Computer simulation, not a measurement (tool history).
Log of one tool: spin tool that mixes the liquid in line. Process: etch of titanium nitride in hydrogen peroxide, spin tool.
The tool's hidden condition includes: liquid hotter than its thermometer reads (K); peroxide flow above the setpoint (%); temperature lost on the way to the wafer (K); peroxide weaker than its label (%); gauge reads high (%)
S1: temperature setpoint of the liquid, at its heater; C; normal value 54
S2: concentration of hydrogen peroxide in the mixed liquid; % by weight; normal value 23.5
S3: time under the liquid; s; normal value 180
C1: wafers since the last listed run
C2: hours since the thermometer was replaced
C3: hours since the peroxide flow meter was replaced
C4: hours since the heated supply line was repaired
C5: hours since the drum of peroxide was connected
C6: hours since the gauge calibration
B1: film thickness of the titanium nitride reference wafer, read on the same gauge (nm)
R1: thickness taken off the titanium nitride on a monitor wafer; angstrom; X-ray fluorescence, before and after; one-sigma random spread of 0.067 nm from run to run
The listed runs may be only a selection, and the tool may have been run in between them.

run,hour,S1,S2,S3,C1,C2,C3,C4,C5,C6,B1,R1
1,0,61,23.5,180,0,382.7,890.2,150.9,409.5,1205.9,69.99,130.3
2,105.4,61,23.5,180,976,488.1,995.6,256.3,514.9,1311.3,69.97,132.6
3,153.2,61,23.5,180,442,535.9,1043.4,304.1,562.7,1359.1,70.02,131.8
4,237,54,23.5,180,776,619.7,1127.2,387.9,646.5,1442.9,70,81.3
5,280.7,54,23.5,180,404,663.4,1170.9,431.6,690.2,1486.6,70,80.6
6,354.4,54,23.5,180,682,737.1,1244.6,505.3,763.9,1560.3,70.01,80.6
# hour 399.4: new drum of peroxide connected
7,458.4,54,23.5,180,954,841.1,1348.6,609.3,59,1664.3,70.02,79.9
8,505.7,54,23.5,180,438,888.4,1395.9,656.6,106.3,1711.6,69.98,79.3
9,547.1,54,23.5,180,383,929.8,1437.3,698,147.7,1753,70,80.7
# hour 582.9: gauge calibrated
# hour 613.2: heated supply line repaired
# hour 613.7: thermometer replaced
10,637.5,45,23.5,130,823,23.8,1527.7,24.3,238.1,54.6,69.99,30.7
11,735.5,54,17,180,907,121.8,1625.7,122.3,336.1,152.6,70.01,76.2
12,783.1,54,23.5,180,440,169.4,1673.3,169.9,383.7,200.2,69.99,81.5
13,835.3,44.5,27.5,135,483,221.6,1725.5,222.1,435.9,252.4,70.01,31.3
14,982.2,54,19,180,1360,368.5,1872.4,369,582.8,399.3,70.02,76.2
# hour 1032.9: new drum of peroxide connected
15,1081.1,54,23.5,180,906,467.4,1971.3,467.9,48.2,498.2,70,80.1
16,1164.8,48,26,75,775,551.1,2055,551.6,131.9,581.9,70.02,22.2
17,1264.1,62,23.5,235,919,650.4,2154.3,650.9,231.2,681.2,70.01,179.7
18,1301.7,49,23.5,100,348,688,2191.9,688.5,268.8,718.8,70,30.9
# hour 1334.2: peroxide flow meter replaced
19,1358.6,54,23.5,180,517,744.9,24.4,745.4,325.7,775.7,69.98,78.7
# hour 1402.8: heated supply line repaired
20,1454.4,49.5,23.5,180,878,840.7,120.2,51.6,421.5,871.5,70.01,59.7
# hour 1506.8: thermometer replaced
# hour 1735.7: new drum of peroxide connected
21,1744.2,54,30,105,2666,237.4,410,341.4,8.5,1161.3,70,49.6
22,1950.3,54,29.5,180,1909,443.5,616.1,547.5,214.6,1367.4,69.98,83.7
23,2055.8,54,20.5,130,977,549,721.6,653,320.1,1472.9,70,56.1
24,2111.1,51,29.5,125,512,604.3,776.9,708.3,375.4,1528.2,70.03,46.7

Across each entry between runs, compare the hidden state at the last listed run before it with the hidden state at the first listed run after it:
Logged between run 6 and run 7: new drum of peroxide connected (hour 399.4)
  temperature lost on the way to the wafer (K): 0.394 -> 0.471
  measured minus no-state result, R1: -2.3 -> -2.7 angstrom
Logged between run 9 and run 10: gauge calibrated (hour 582.9); heated supply line repaired (hour 613.2); thermometer replaced (hour 613.7)
  temperature lost on the way to the wafer (K): 0.538 -> 0.0575
  measured minus no-state result, R1: -3.1 -> -0.1 angstrom
Logged between run 14 and run 15: new drum of peroxide connected (hour 1032.9)
  temperature lost on the way to the wafer (K): 0.316 -> 0.39
  measured minus no-state result, R1: -1.8 -> -2.3 angstrom
Logged between run 18 and run 19: peroxide flow meter replaced (hour 1334.2)
  temperature lost on the way to the wafer (K): 0.555 -> 0.598
  measured minus no-state result, R1: -1.3 -> -3.4 angstrom
Logged between run 19 and run 20: heated supply line repaired (hour 1402.8)
  temperature lost on the way to the wafer (K): 0.598 -> 0.0804
  measured minus no-state result, R1: -3.4 -> -0.3 angstrom
Logged between run 20 and run 21: thermometer replaced (hour 1506.8); new drum of peroxide connected (hour 1735.7)
  temperature lost on the way to the wafer (K): 0.0804 -> 0.297
  measured minus no-state result, R1: -0.3 -> -1.1 angstrom
